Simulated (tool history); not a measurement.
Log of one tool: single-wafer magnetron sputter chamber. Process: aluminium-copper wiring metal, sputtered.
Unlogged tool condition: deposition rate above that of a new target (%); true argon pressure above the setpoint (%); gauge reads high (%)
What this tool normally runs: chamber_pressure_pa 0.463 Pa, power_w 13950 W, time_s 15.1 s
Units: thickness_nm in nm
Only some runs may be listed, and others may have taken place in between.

run,hour,chamber_pressure_pa,power_w,time_s,wafers since the last listed run,wafers on the sputter target,hours since the last manometer calibration,hours since the magnet pack was replaced,hours since the gauge calibration,"read-back reference wafer on the same gauge, thickness_nm",thickness_nm
1,0.0,0.463,13950,15.1,0,1901,853.6,9016.1,26.6,319.136,337.545
2,23.5,0.463,15800,15.1,605,2506,877.1,9039.6,50.1,319.511,376.766
3,51.7,0.463,13950,15.1,726,3233,905.3,9067.8,78.3,318.579,334.976
4,81.0,0.463,13950,15.1,755,3988,934.6,9097.1,107.6,319.167,334.718
5,117.0,0.463,13950,15.1,927,4916,970.6,9133.1,143.6,319.268,334.511
6,151.4,0.463,13950,15.1,886,5802,1005.0,9167.5,178.0,318.954,332.091
7,180.6,0.463,13950,15.1,752,6555,1034.2,9196.7,207.2,318.729,331.381
8,202.7,0.463,13950,15.1,569,7124,1056.3,9218.8,229.3,318.758,329.705
# hour 229.8: sputter target and shields replaced
9,230.3,0.463,13950,15.1,505,12,1083.9,9246.4,256.9,319.002,342.332
10,250.4,0.463,13950,15.1,517,530,1104.0,9266.5,277.0,318.933,342.286
11,264.1,0.463,13950,15.1,353,883,1117.7,9280.2,290.7,318.902,341.809
# hour 282.3: capacitance manometer re-zeroed and calibrated
12,293.1,0.463,11100,15.1,541,1424,10.8,9309.2,319.7,318.584,279.401
# hour 305.2: gauge calibrated
13,306.0,0.463,13950,15.1,332,1757,23.7,9322.1,0.8,319.198,338.553
14,331.3,0.596,13950,13.8,651,2409,49.0,9347.4,26.1,318.479,292.697
# hour 361.5: magnet pack replaced
15,366.3,0.463,13950,15.1,695,3105,84.0,4.8,61.1,318.289,335.887
16,386.1,0.463,10600,14.1,510,3615,103.8,24.6,80.9,319.083,248.298
17,403.5,0.551,17300,17.8,448,4063,121.2,42.0,98.3,318.844,460.394
18,437.7,0.463,15200,15.1,881,4944,155.4,76.2,132.5,319.084,361.249
19,455.6,0.535,15350,13.1,461,5406,173.3,94.1,150.4,319.253,303.680
20,472.3,0.463,13000,12.3,430,5836,190.0,110.8,167.1,318.719,254.428
21,497.1,0.561,16100,13.5,639,6475,214.8,135.6,191.9,319.056,324.071
22,523.8,0.580,13950,15.1,688,7163,241.5,162.3,218.6,318.853,315.939

Here are 3 independent what-if runs from the current tool condition. What would each one return?
A,524.2,0.647,13950,15.1,10,7174,241.9,162.7,219.0,?,?
B,524.2,0.523,14900,16.3,10,7174,241.9,162.7,219.0,?,?
C,524.2,0.463,13950,16.1,10,7174,241.9,162.7,219.0,?,?

run,"read-back reference wafer on the same gauge, thickness_nm",thickness_nm
A,319.284,307.328
B,319.284,369.907
C,319.284,353.582
The same runs, with their run-to-run variation unchanged, on a tool lacking any hidden condition would have given:
run,thickness_nm
A,317.501
B,382.152
C,365.286

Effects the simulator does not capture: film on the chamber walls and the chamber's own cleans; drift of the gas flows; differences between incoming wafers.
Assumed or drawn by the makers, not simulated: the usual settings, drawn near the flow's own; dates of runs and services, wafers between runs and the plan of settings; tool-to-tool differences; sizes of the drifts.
